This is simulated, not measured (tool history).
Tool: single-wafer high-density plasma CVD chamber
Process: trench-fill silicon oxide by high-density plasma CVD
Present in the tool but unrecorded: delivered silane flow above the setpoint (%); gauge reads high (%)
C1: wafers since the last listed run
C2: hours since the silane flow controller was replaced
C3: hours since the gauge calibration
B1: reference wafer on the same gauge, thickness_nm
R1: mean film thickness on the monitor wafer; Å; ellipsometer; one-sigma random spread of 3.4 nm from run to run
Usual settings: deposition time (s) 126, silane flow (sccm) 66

run 1 day=0.000 | deposition_time_(s)=126 silane_flow_(sccm)=56 | C1=0 C2=2447.6 C3=482.8 | B1=863.319 | R1=8446.33
run 2 day=3.658 | deposition_time_(s)=126 silane_flow_(sccm)=56 | C1=923 C2=2535.4 C3=570.6 | B1=863.166 | R1=8518.02
run 3 day=6.254 | deposition_time_(s)=126 silane_flow_(sccm)=56 | C1=655 C2=2597.7 C3=632.9 | B1=863.608 | R1=8511.10
run 4 day=10.533 | deposition_time_(s)=126 silane_flow_(sccm)=66 | C1=1080 C2=2700.4 C3=735.6 | B1=862.075 | R1=9582.56
run 5 day=14.233 | deposition_time_(s)=126 silane_flow_(sccm)=66 | C1=934 C2=2789.2 C3=824.4 | B1=861.955 | R1=9614.66
run 6 day=16.138 | deposition_time_(s)=126 silane_flow_(sccm)=66 | C1=480 C2=2834.9 C3=870.1 | B1=862.469 | R1=9634.35
run 7 day=19.712 | deposition_time_(s)=126 silane_flow_(sccm)=66 | C1=902 C2=2920.7 C3=955.9 | B1=862.640 | R1=9658.29
run 8 day=23.267 | deposition_time_(s)=126 silane_flow_(sccm)=66 | C1=897 C2=3006.0 C3=1041.2 | B1=862.708 | R1=9681.03
run 9 day=26.121 | deposition_time_(s)=126 silane_flow_(sccm)=73 | C1=720 C2=3074.5 C3=1109.7 | B1=862.883 | R1=10420.61
run 10 day=28.571 | deposition_time_(s)=126 silane_flow_(sccm)=73 | C1=618 C2=3133.3 C3=1168.5 | B1=862.432 | R1=10398.15
run 11 day=32.425 | deposition_time_(s)=126 silane_flow_(sccm)=66 | C1=973 C2=3225.8 C3=1261.0 | B1=862.939 | R1=9750.63
-- day=39.879 gauge calibrated
run 12 day=45.354 | deposition_time_(s)=126 silane_flow_(sccm)=66 | C1=3264 C2=3536.1 C3=131.4 | B1=863.164 | R1=9716.19
run 13 day=48.500 | deposition_time_(s)=126 silane_flow_(sccm)=66 | C1=794 C2=3611.6 C3=206.9 | B1=862.502 | R1=9771.80
run 14 day=52.796 | deposition_time_(s)=126 silane_flow_(sccm)=73 | C1=1084 C2=3714.7 C3=310.0 | B1=863.225 | R1=10489.03
run 15 day=56.458 | deposition_time_(s)=126 silane_flow_(sccm)=66 | C1=924 C2=3802.6 C3=397.9 | B1=863.034 | R1=9766.41
run 16 day=59.300 | deposition_time_(s)=126 silane_flow_(sccm)=66 | C1=717 C2=3870.8 C3=466.1 | B1=862.857 | R1=9787.96
run 17 day=61.683 | deposition_time_(s)=103 silane_flow_(sccm)=79 | C1=601 C2=3928.0 C3=523.3 | B1=863.285 | R1=9121.81
run 18 day=64.304 | deposition_time_(s)=116 silane_flow_(sccm)=77 | C1=661 C2=3990.9 C3=586.2 | B1=861.899 | R1=10120.18
run 19 day=67.450 | deposition_time_(s)=126 silane_flow_(sccm)=60 | C1=794 C2=4066.4 C3=661.7 | B1=863.124 | R1=9167.34
-- day=67.867 silane flow controller replaced
run 20 day=71.458 | deposition_time_(s)=126 silane_flow_(sccm)=71 | C1=927 C2=86.2 C3=757.9 | B1=863.577 | R1=9898.75
run 21 day=73.579 | deposition_time_(s)=119 silane_flow_(sccm)=54 | C1=535 C2=137.1 C3=808.8 | B1=863.759 | R1=7713.54
run 22 day=76.642 | deposition_time_(s)=126 silane_flow_(sccm)=54 | C1=773 C2=210.6 C3=882.3 | B1=863.065 | R1=8130.28
run 23 day=81.425 | deposition_time_(s)=149 silane_flow_(sccm)=72 | C1=1207 C2=325.4 C3=997.1 | B1=863.433 | R1=11856.25
run 24 day=85.333 | deposition_time_(s)=126 silane_flow_(sccm)=66 | C1=986 C2=419.2 C3=1090.9 | B1=863.732 | R1=9377.96
run 25 day=87.108 | deposition_time_(s)=111 silane_flow_(sccm)=56 | C1=448 C2=461.8 C3=1133.5 | B1=862.892 | R1=7393.49
run 26 day=89.129 | deposition_time_(s)=103 silane_flow_(sccm)=66 | C1=510 C2=510.3 C3=1182.0 | B1=862.442 | R1=7716.06
run 27 day=90.888 | deposition_time_(s)=151 silane_flow_(sccm)=70 | C1=443 C2=552.5 C3=1224.2 | B1=864.214 | R1=11806.27

What if the next run were any one of these 3? Each begins from the tool's condition after run 27:
run A day=90.904 | deposition_time_(s)=151 silane_flow_(sccm)=66 | C1=4 C2=552.9 C3=1224.6 | B1=? | R1=?
run B day=90.904 | deposition_time_(s)=151 silane_flow_(sccm)=72 | C1=4 C2=552.9 C3=1224.6 | B1=? | R1=?
run C day=90.904 | deposition_time_(s)=138 silane_flow_(sccm)=76 | C1=4 C2=552.9 C3=1224.6 | B1=? | R1=?

run=A B1=862.853 R1=11240.09
run=B B1=862.853 R1=11994.80
run=C B1=862.853 R1=11421.96
What these runs would have given with no unlogged condition in the tool:
run=A R1=11279.16
run=B R1=12036.50
run=C R1=11461.67
